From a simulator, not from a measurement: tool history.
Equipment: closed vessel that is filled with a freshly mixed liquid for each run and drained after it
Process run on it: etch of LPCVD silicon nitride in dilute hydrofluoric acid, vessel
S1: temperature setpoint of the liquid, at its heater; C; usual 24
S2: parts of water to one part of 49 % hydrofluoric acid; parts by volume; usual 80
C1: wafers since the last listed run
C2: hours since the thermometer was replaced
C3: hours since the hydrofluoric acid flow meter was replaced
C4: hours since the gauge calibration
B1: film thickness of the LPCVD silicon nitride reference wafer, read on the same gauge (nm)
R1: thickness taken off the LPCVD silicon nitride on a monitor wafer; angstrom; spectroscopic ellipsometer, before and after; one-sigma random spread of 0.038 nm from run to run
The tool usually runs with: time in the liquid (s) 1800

run 1 day=0 | S1=24 S2=95 time_in_the_liquid_(s)=1800 | C1=0 C2=1827.5 C3=442.6 C4=549 | B1=140.01 | R1=85.6
run 2 day=1.321 | S1=24 S2=95 time_in_the_liquid_(s)=1800 | C1=796 C2=1859.2 C3=474.3 C4=580.7 | B1=140.04 | R1=85.3
run 3 day=2.162 | S1=24 S2=95 time_in_the_liquid_(s)=1800 | C1=507 C2=1879.4 C3=494.5 C4=600.9 | B1=140.02 | R1=85.1
run 4 day=2.996 | S1=24 S2=80 time_in_the_liquid_(s)=1800 | C1=502 C2=1899.4 C3=514.5 C4=620.9 | B1=140.01 | R1=100.6
run 5 day=4.15 | S1=24 S2=80 time_in_the_liquid_(s)=1390 | C1=696 C2=1927.1 C3=542.2 C4=648.6 | B1=140 | R1=77.7
run 6 day=4.654 | S1=24 S2=80 time_in_the_liquid_(s)=1390 | C1=304 C2=1939.2 C3=554.3 C4=660.7 | B1=140.01 | R1=77.6
run 7 day=5.317 | S1=24 S2=80 time_in_the_liquid_(s)=1800 | C1=399 C2=1955.1 C3=570.2 C4=676.6 | B1=139.98 | R1=101.1
run 8 day=6.512 | S1=21.5 S2=50 time_in_the_liquid_(s)=1800 | C1=721 C2=1983.8 C3=598.9 C4=705.3 | B1=140.04 | R1=134.6
run 9 day=7.917 | S1=21.5 S2=50 time_in_the_liquid_(s)=1800 | C1=847 C2=2017.5 C3=632.6 C4=739 | B1=140.06 | R1=134.8
run 10 day=9.279 | S1=21.5 S2=50 time_in_the_liquid_(s)=1800 | C1=821 C2=2050.2 C3=665.3 C4=771.7 | B1=140 | R1=135.7
run 11 day=10.571 | S1=24 S2=80 time_in_the_liquid_(s)=1800 | C1=779 C2=2081.2 C3=696.3 C4=802.7 | B1=139.97 | R1=100.1
run 12 day=11.117 | S1=24 S2=80 time_in_the_liquid_(s)=1800 | C1=329 C2=2094.3 C3=709.4 C4=815.8 | B1=140 | R1=100.2
run 13 day=11.975 | S1=24 S2=80 time_in_the_liquid_(s)=1800 | C1=517 C2=2114.9 C3=730 C4=836.4 | B1=139.98 | R1=99.4
run 14 day=13.404 | S1=24 S2=80 time_in_the_liquid_(s)=1800 | C1=862 C2=2149.2 C3=764.3 C4=870.7 | B1=139.99 | R1=99.6
run 15 day=14.254 | S1=24 S2=100 time_in_the_liquid_(s)=2840 | C1=512 C2=2169.6 C3=784.7 C4=891.1 | B1=140.01 | R1=126.4
-- day=16.296 thermometer replaced
-- day=16.879 gauge calibrated
run 16 day=17.638 | S1=24 S2=120 time_in_the_liquid_(s)=2795 | C1=2015 C2=32.2 C3=865.9 C4=18.2 | B1=139.97 | R1=104.2
run 17 day=18.962 | S1=20.5 S2=55 time_in_the_liquid_(s)=2650 | C1=799 C2=64 C3=897.7 C4=50 | B1=140 | R1=167.8
run 18 day=20.079 | S1=25.5 S2=50 time_in_the_liquid_(s)=2160 | C1=673 C2=90.8 C3=924.5 C4=76.8 | B1=140 | R1=209.4
-- day=20.4 hydrofluoric acid flow meter replaced
run 19 day=21.4 | S1=24 S2=60 time_in_the_liquid_(s)=1390 | C1=771 C2=122.5 C3=24 C4=108.5 | B1=139.97 | R1=104.6
run 20 day=22.238 | S1=24 S2=80 time_in_the_liquid_(s)=2350 | C1=505 C2=142.6 C3=44.1 C4=128.6 | B1=139.96 | R1=132.8

The next listed run, before its measurement:
run 21 day=23.533 | S1=24 S2=80 time_in_the_liquid_(s)=1800 | C1=781 C2=173.7 C3=75.2 C4=159.7 | B1=? | R1=?

{"run 21": {"B1": 139.98, "R1": 101.8}}
Were there no unlogged condition in the tool, this run, its random variation unchanged, would have produced R1 102.6 angstrom.
